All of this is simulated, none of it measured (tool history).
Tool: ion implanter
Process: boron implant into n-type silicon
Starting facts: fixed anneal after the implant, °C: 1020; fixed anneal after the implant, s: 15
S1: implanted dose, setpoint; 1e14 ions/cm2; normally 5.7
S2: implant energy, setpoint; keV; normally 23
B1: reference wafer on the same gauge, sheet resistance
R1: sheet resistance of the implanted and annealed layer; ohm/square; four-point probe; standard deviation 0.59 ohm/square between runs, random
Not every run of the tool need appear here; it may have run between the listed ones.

run 1 hour=0 | S1=5.7 S2=23 | B1=188.1 | R1=175.87
run 2 hour=90.1 | S1=5.7 S2=23 | B1=188.09 | R1=174.94
run 3 hour=107.5 | S1=5.7 S2=23 | B1=188.18 | R1=175.82
run 4 hour=126.5 | S1=5.7 S2=23 | B1=188 | R1=174.71
run 5 hour=141.1 | S1=5.7 S2=23 | B1=188.02 | R1=174.76
run 6 hour=156.8 | S1=4.34 S2=23 | B1=187.98 | R1=219.99
run 7 hour=188.1 | S1=4.34 S2=23 | B1=188.05 | R1=219.18
run 8 hour=215.1 | S1=4.69 S2=23 | B1=187.89 | R1=205.53
run 9 hour=230 | S1=4.69 S2=23 | B1=188.34 | R1=206.75
run 10 hour=287.7 | S1=6.26 S2=23 | B1=188.1 | R1=161.45
run 11 hour=300.2 | S1=6.26 S2=23 | B1=187.94 | R1=161.04
run 12 hour=329.4 | S1=6.26 S2=23 | B1=187.88 | R1=160.28
-- hour=427.2 Faraday cup replaced and dose calibrated
run 13 hour=437.1 | S1=5.7 S2=24.5 | B1=187.77 | R1=181.67
run 14 hour=451.7 | S1=5.7 S2=24.5 | B1=188.08 | R1=180.58
run 15 hour=482.8 | S1=4.74 S2=23 | B1=187.95 | R1=212.34
run 16 hour=497.3 | S1=5.7 S2=23 | B1=188.16 | R1=182.36
run 17 hour=523.2 | S1=5.7 S2=23 | B1=188.25 | R1=181.43
run 18 hour=611.7 | S1=7.33 S2=25 | B1=188.1 | R1=146.44
run 19 hour=641.3 | S1=6.82 S2=26.5 | B1=187.94 | R1=154.7
run 20 hour=676.2 | S1=5.7 S2=19.5 | B1=187.82 | R1=186.55
run 21 hour=693.9 | S1=5.7 S2=23 | B1=188.08 | R1=182.03
run 22 hour=728.2 | S1=5.7 S2=29.5 | B1=188.12 | R1=178.45
run 23 hour=764.1 | S1=7.33 S2=27.5 | B1=187.92 | R1=145.16
run 24 hour=786 | S1=6.59 S2=23 | B1=188.12 | R1=161.34
-- hour=814.8 extraction supply calibrated
run 25 hour=853.7 | S1=6.68 S2=18.5 | B1=188.25 | R1=162.15
-- hour=909.8 gauge calibrated
run 26 hour=955.9 | S1=4.73 S2=23 | B1=187.88 | R1=212.11
run 27 hour=982.2 | S1=5.7 S2=23 | B1=187.89 | R1=181.59
run 28 hour=1004.1 | S1=5.7 S2=23 | B1=187.77 | R1=180.56
run 29 hour=1038.6 | S1=5.7 S2=23 | B1=187.76 | R1=181.91
run 30 hour=1059.9 | S1=5.7 S2=23 | B1=188.07 | R1=182.08
run 31 hour=1087.8 | S1=5.7 S2=28.5 | B1=187.92 | R1=177.77
run 32 hour=1110.5 | S1=4.98 S2=23 | B1=187.95 | R1=204.22
run 33 hour=1131.5 | S1=4.47 S2=17 | B1=188.09 | R1=229.08
run 34 hour=1165 | S1=6.71 S2=28 | B1=188.23 | R1=154.52
run 35 hour=1177.9 | S1=4.73 S2=23 | B1=187.98 | R1=212.5
run 36 hour=1198 | S1=5.7 S2=23 | B1=188.22 | R1=181.62
run 37 hour=1226.4 | S1=6.17 S2=15.5 | B1=188.13 | R1=176.64

Predict each of these 4 candidate next runs independently; none follows another, all start after run 37:
run A hour=1226.8 | S1=5.7 S2=28 | B1=? | R1=?
run B hour=1226.8 | S1=5.7 S2=17.5 | B1=? | R1=?
run C hour=1226.8 | S1=6.94 S2=25 | B1=? | R1=?
run D hour=1226.8 | S1=6.19 S2=25.5 | B1=? | R1=?

run=A B1=188.04 R1=177.42
run=B B1=188.04 R1=186.31
run=C B1=188.04 R1=152.06
run=D B1=188.04 R1=167.24
With no hidden state in the tool, these same runs would have given:
run=A R1=177.49
run=B R1=186.39
run=C R1=152.12
run=D R1=167.3
